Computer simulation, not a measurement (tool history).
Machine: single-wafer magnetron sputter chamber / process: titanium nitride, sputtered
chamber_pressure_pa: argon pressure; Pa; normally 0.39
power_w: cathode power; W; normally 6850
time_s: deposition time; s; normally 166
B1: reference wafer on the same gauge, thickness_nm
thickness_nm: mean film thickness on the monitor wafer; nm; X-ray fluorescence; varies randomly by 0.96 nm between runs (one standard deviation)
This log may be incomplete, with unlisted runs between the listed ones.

run 1 day=0 | chamber_pressure_pa=0.39 power_w=6850 time_s=183 | B1=196.32 | thickness_nm=237.844
run 2 day=2.196 | chamber_pressure_pa=0.39 power_w=6850 time_s=183 | B1=196.428 | thickness_nm=234.733
run 3 day=4.2 | chamber_pressure_pa=0.39 power_w=7550 time_s=175 | B1=196.229 | thickness_nm=240.967
run 4 day=7.133 | chamber_pressure_pa=0.39 power_w=7550 time_s=175 | B1=196.05 | thickness_nm=241.391
-- day=8.633 sputter target and shields replaced
run 5 day=9.575 | chamber_pressure_pa=0.39 power_w=7550 time_s=175 | B1=194.949 | thickness_nm=240.554
run 6 day=11.004 | chamber_pressure_pa=0.39 power_w=6850 time_s=166 | B1=194.78 | thickness_nm=212.544
run 7 day=19.067 | chamber_pressure_pa=0.39 power_w=6850 time_s=166 | B1=194.248 | thickness_nm=211.198
-- day=25.392 magnet pack replaced
run 8 day=27.496 | chamber_pressure_pa=0.39 power_w=6200 time_s=166 | B1=192.845 | thickness_nm=196.483
run 9 day=28.854 | chamber_pressure_pa=0.39 power_w=6850 time_s=166 | B1=192.657 | thickness_nm=210.4
run 10 day=31.488 | chamber_pressure_pa=0.39 power_w=6850 time_s=166 | B1=192.306 | thickness_nm=209.5
run 11 day=33.738 | chamber_pressure_pa=0.39 power_w=6850 time_s=166 | B1=191.468 | thickness_nm=210.129
-- day=34.396 sputter target and shields replaced
run 12 day=34.896 | chamber_pressure_pa=0.468 power_w=6850 time_s=166 | B1=191.732 | thickness_nm=203.357
run 13 day=36.954 | chamber_pressure_pa=0.468 power_w=6850 time_s=166 | B1=190.961 | thickness_nm=202.797
-- day=38.975 capacitance manometer re-zeroed and calibrated
run 14 day=39.404 | chamber_pressure_pa=0.509 power_w=5650 time_s=166 | B1=190.7 | thickness_nm=173.368
-- day=40.171 gauge calibrated
run 15 day=40.5 | chamber_pressure_pa=0.477 power_w=6850 time_s=183 | B1=198.084 | thickness_nm=229.983
run 16 day=43.275 | chamber_pressure_pa=0.524 power_w=6100 time_s=146 | B1=198.121 | thickness_nm=165.029
run 17 day=46.179 | chamber_pressure_pa=0.295 power_w=6050 time_s=137 | B1=197.691 | thickness_nm=168.861
run 18 day=48.138 | chamber_pressure_pa=0.39 power_w=6850 time_s=166 | B1=198.499 | thickness_nm=215.444
run 19 day=49.692 | chamber_pressure_pa=0.344 power_w=6850 time_s=184 | B1=198.084 | thickness_nm=243.343
run 20 day=52.238 | chamber_pressure_pa=0.39 power_w=8500 time_s=196 | B1=198.126 | thickness_nm=301.52
run 21 day=53.25 | chamber_pressure_pa=0.39 power_w=6850 time_s=142 | B1=198.146 | thickness_nm=182.604
run 22 day=55.292 | chamber_pressure_pa=0.497 power_w=8400 time_s=175 | B1=197.616 | thickness_nm=252.054
-- day=56.696 sputter target and shields replaced
run 23 day=56.738 | chamber_pressure_pa=0.39 power_w=6850 time_s=183 | B1=197.705 | thickness_nm=238.536
run 24 day=58.025 | chamber_pressure_pa=0.39 power_w=6850 time_s=190 | B1=197.178 | thickness_nm=247.499
run 25 day=59.929 | chamber_pressure_pa=0.39 power_w=7850 time_s=156 | B1=196.982 | thickness_nm=223.562
run 26 day=61.958 | chamber_pressure_pa=0.234 power_w=6100 time_s=183 | B1=197.279 | thickness_nm=234.014

Forecast each of these 4 alternatives for the next run:
run A day=61.975 | chamber_pressure_pa=0.502 power_w=6850 time_s=166 | B1=? | thickness_nm=?
run B day=61.975 | chamber_pressure_pa=0.334 power_w=6850 time_s=166 | B1=? | thickness_nm=?
run C day=61.975 | chamber_pressure_pa=0.439 power_w=6850 time_s=166 | B1=? | thickness_nm=?
run D day=61.975 | chamber_pressure_pa=0.486 power_w=6850 time_s=179 | B1=? | thickness_nm=?

run=A B1=197.429 thickness_nm=205.975
run=B B1=197.429 thickness_nm=219.98
run=C B1=197.429 thickness_nm=211.08
run=D B1=197.429 thickness_nm=223.486
Without the tool's unlogged condition, the same runs would have read:
run=A thickness_nm=207.832
run=B thickness_nm=221.963
run=C thickness_nm=212.983
run=D thickness_nm=225.501
